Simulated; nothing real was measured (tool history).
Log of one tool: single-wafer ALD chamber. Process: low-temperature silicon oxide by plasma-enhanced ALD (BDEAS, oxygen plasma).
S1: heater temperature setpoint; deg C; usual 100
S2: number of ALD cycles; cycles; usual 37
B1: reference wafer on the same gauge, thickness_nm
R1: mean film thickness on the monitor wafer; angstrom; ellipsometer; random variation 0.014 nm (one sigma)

Run 1, hour 0.0: usual settings; B1 6.025. Result: R1 56.29 angstrom.
Run 2, hour 58.2: usual settings; B1 6.029. Result: R1 56.68 angstrom.
Run 3, hour 154.6: usual settings but S1 110 deg C; B1 6.032. Result: R1 55.41 angstrom.
Run 4, hour 228.4: usual settings but S1 105 deg C, S2 42 cycles; B1 6.028. Result: R1 63.44 angstrom.
Run 5, hour 330.0: usual settings but S1 105 deg C, S2 42 cycles; B1 6.027. Result: R1 63.38 angstrom.
Run 6, hour 401.2: usual settings but S1 105 deg C, S2 42 cycles; B1 6.030. Result: R1 63.13 angstrom.
Run 7, hour 483.1: usual settings; B1 6.029. Result: R1 56.15 angstrom.
Run 8, hour 601.2: usual settings but S1 110 deg C; B1 6.029. Result: R1 54.86 angstrom.
Run 9, hour 656.9: usual settings but S1 94 deg C, S2 34 cycles; B1 6.036. Result: R1 52.39 angstrom.
Run 10, hour 757.0: usual settings; B1 6.028. Result: R1 56.12 angstrom.
At hour 817.6: gauge calibrated.
At hour 937.6: thermocouple changed; heater temperature recalibrated.
Run 11, hour 987.0: usual settings but S1 96 deg C, S2 32 cycles; B1 6.027. Result: R1 49.77 angstrom.
Run 12, hour 1066.8: usual settings but S1 95 deg C, S2 31 cycles; B1 6.031. Result: R1 48.22 angstrom.
Run 13, hour 1135.8: usual settings but S2 31 cycles; B1 6.030. Result: R1 47.64 angstrom.
Run 14, hour 1231.5: usual settings; B1 6.034. Result: R1 56.68 angstrom.
Run 15, hour 1298.1: usual settings but S1 91 deg C, S2 34 cycles; B1 6.027. Result: R1 53.34 angstrom.

3 ways to go on from here, each from the tool as it stands after run 15. What would each give?
Run A, hour 1298.6: usual settings; B1 ?. Result: R1 ?.
Run B, hour 1298.6: usual settings but S1 114 deg C, S2 30 cycles; B1 ?. Result: R1 ?.
Run C, hour 1298.6: usual settings but S2 42 cycles; B1 ?. Result: R1 ?.

run     B1     R1
  A  6.031  56.38
  B  6.031  44.39
  C  6.031  64.00
Without the tool's hidden state the same runs would have given:
run     R1
  A  56.74
  B  44.68
  C  64.41
